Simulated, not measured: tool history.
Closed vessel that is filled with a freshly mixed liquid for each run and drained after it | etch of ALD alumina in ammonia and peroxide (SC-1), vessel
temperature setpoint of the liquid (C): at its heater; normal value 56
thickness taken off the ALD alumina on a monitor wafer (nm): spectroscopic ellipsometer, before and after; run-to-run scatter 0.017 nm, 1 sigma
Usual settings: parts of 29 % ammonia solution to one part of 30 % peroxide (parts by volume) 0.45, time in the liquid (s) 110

run    hour  temperature setpoint of the liquid (C)  parts of 29 % ammonia solution to one part of 30 % peroxide (parts by volume)  time in the liquid (s)  wafers since the last listed run  hours since the thermometer was replaced  hours since the ammonia flow meter was replaced  hours since the drum of ammonia solution was connected  hours since the gauge calibration  read-back film thickness of the ALD alumina reference wafer, read on the same gauge (nm)  thickness taken off the ALD alumina on a monitor wafer (nm)
  1       0                                      56                                                                           0.45                     110                                 0                                     138.2                                           1530.6                                                    97.9                               1236                                                                                    139.99                                                         6.71
  2    93.5                                      56                                                                            0.4                     110                              6955                                     231.7                                           1624.1                                                   191.4                             1329.5                                                                                    139.99                                                         6.61
  3   157.5                                      56                                                                           0.45                     110                              4761                                     295.7                                           1688.1                                                   255.4                             1393.5                                                                                    139.99                                                          6.7
  4   260.8                                      56                                                                           0.45                     110                              7684                                       399                                           1791.4                                                   358.7                             1496.8                                                                                       140                                                         6.71
  5   342.1                                      56                                                                           0.45                     110                              6048                                     480.3                                           1872.7                                                     440                             1578.1                                                                                       140                                                         6.67
  6   449.7                                      62                                                                            0.3                     110                              8004                                     587.9                                           1980.3                                                   547.6                             1685.7                                                                                       140                                                         8.83
  7   533.2                                      56                                                                           0.45                     150                              6211                                     671.4                                           2063.8                                                   631.1                             1769.2                                                                                       140                                                         9.08
      552.1  -- ammonia flow meter replaced
      573.3  -- new drum of ammonia solution connected
        597  -- gauge calibrated
  8   634.5                                      56                                                                           0.25                     155                              7387                                     772.7                                             82.4                                                    61.2                               37.5                                                                                    140.02                                                         8.77
  9   700.2                                      56                                                                            0.6                     110                              4887                                     838.4                                            148.1                                                   126.9                              103.2                                                                                       140                                                         6.77
 10     776                                      56                                                                           0.45                     110                              5638                                     914.2                                            223.9                                                   202.7                                179                                                                                       140                                                         6.55
 11   859.1                                      56                                                                           0.45                     110                              6181                                     997.3                                              307                                                   285.8                              262.1                                                                                    139.99                                                         6.61
 12   970.6                                      56                                                                            0.6                     110                              8294                                    1108.8                                            418.5                                                   397.3                              373.6                                                                                    140.02                                                         6.77
 13  1014.8                                      56                                                                           0.45                     110                              3288                                      1153                                            462.7                                                   441.5                              417.8                                                                                       140                                                         6.56
 14  1094.4                                      56                                                                           0.45                     135                              5921                                    1232.6                                            542.3                                                   521.1                              497.4                                                                                    140.02                                                         8.03
 15  1159.5                                      56                                                                           0.45                     110                              4842                                    1297.7                                            607.4                                                   586.2                              562.5                                                                                    140.01                                                         6.58
 16  1199.9                                      50                                                                           0.45                     110                              3005                                    1338.1                                            647.8                                                   626.6                              602.9                                                                                       140                                                         4.75
 17  1276.6                                    62.5                                                                            0.3                     160                              5705                                    1414.8                                            724.5                                                   703.3                              679.6                                                                                    139.99                                                        12.84
     1288.1  -- new drum of ammonia solution connected
 18  1338.7                                      56                                                                           0.45                     110                              4545                                    1476.9                                            786.6                                                    50.6                              741.7                                                                                       140                                                         6.56
 19  1379.5                                    61.5                                                                            0.4                     110                              3035                                    1517.7                                            827.4                                                    91.4                              782.5                                                                                    139.99                                                          8.6
 20  1465.5                                      56                                                                           0.45                     110                              6397                                    1603.7                                            913.4                                                   177.4                              868.5                                                                                    139.99                                                         6.55
 21  1526.4                                    65.5                                                                           0.45                     110                              4530                                    1664.6                                            974.3                                                   238.3                              929.4                                                                                    140.01                                                        10.59
 22  1572.9                                      51                                                                           0.55                      85                              3459                                    1711.1                                           1020.8                                                   284.8                              975.9                                                                                    139.99                                                         3.96
 23  1617.2                                      56                                                                           0.35                     110                              3295                                    1755.4                                           1065.1                                                   329.1                             1020.2                                                                                    140.02                                                         6.37
 24  1698.8                                    48.5                                                                            0.6                      85                              6070                                      1837                                           1146.7                                                   410.7                             1101.8                                                                                       140                                                         3.44
 25  1771.7                                      50                                                                            0.6                      70                              5423                                    1909.9                                           1219.6                                                   483.6                             1174.7                                                                                    140.01                                                         3.08
 26  1820.4                                      62                                                                            0.6                     175                              3622                                    1958.6                                           1268.3                                                   532.3                             1223.4                                                                                    140.01                                                        14.66
 27  1860.6                                      50                                                                            0.4                     150                              2990                                    1998.8                                           1308.5                                                   572.5                             1263.6                                                                                    139.99                                                         6.38
     1919.7  -- new drum of ammonia solution connected
 28    1935                                      56                                                                           0.45                     110                              5460                                    2073.2                                           1382.9                                                    15.3                               1338                                                                                    140.01                                                         6.52

Consider 5 possible next runs. They are alternatives, not a sequence: every one starts from the tool as it was left by run 28. What does each give?
  A  1935.7                                      56                                                                           0.45                     110                                52                                    2073.9                                           1383.6                                                      16                             1338.7                                                                                         ?                                                            ?
  B  1935.7                                      56                                                                            0.3                     110                                52                                    2073.9                                           1383.6                                                      16                             1338.7                                                                                         ?                                                            ?
  C  1935.7                                    49.5                                                                           0.45                     135                                52                                    2073.9                                           1383.6                                                      16                             1338.7                                                                                         ?                                                            ?
  D  1935.7                                    53.5                                                                            0.3                     110                                52                                    2073.9                                           1383.6                                                      16                             1338.7                                                                                         ?                                                            ?
  E  1935.7                                      65                                                                           0.35                      75                                52                                    2073.9                                           1383.6                                                      16                             1338.7                                                                                         ?                                                            ?

run  read-back film thickness of the ALD alumina reference wafer, read on the same gauge (nm)  thickness taken off the ALD alumina on a monitor wafer (nm)
  A                                                                                       140                                                         6.51
  B                                                                                       140                                                         6.27
  C                                                                                       140                                                         5.62
  D                                                                                       140                                                         5.48
  E                                                                                       140                                                         6.89
The same runs, with their run-to-run variation unchanged, on a tool lacking any hidden condition would have given:
run  thickness taken off the ALD alumina on a monitor wafer (nm)
  A                                                         6.66
  B                                                         6.41
  C                                                         5.76
  D                                                         5.61
  E                                                         7.03
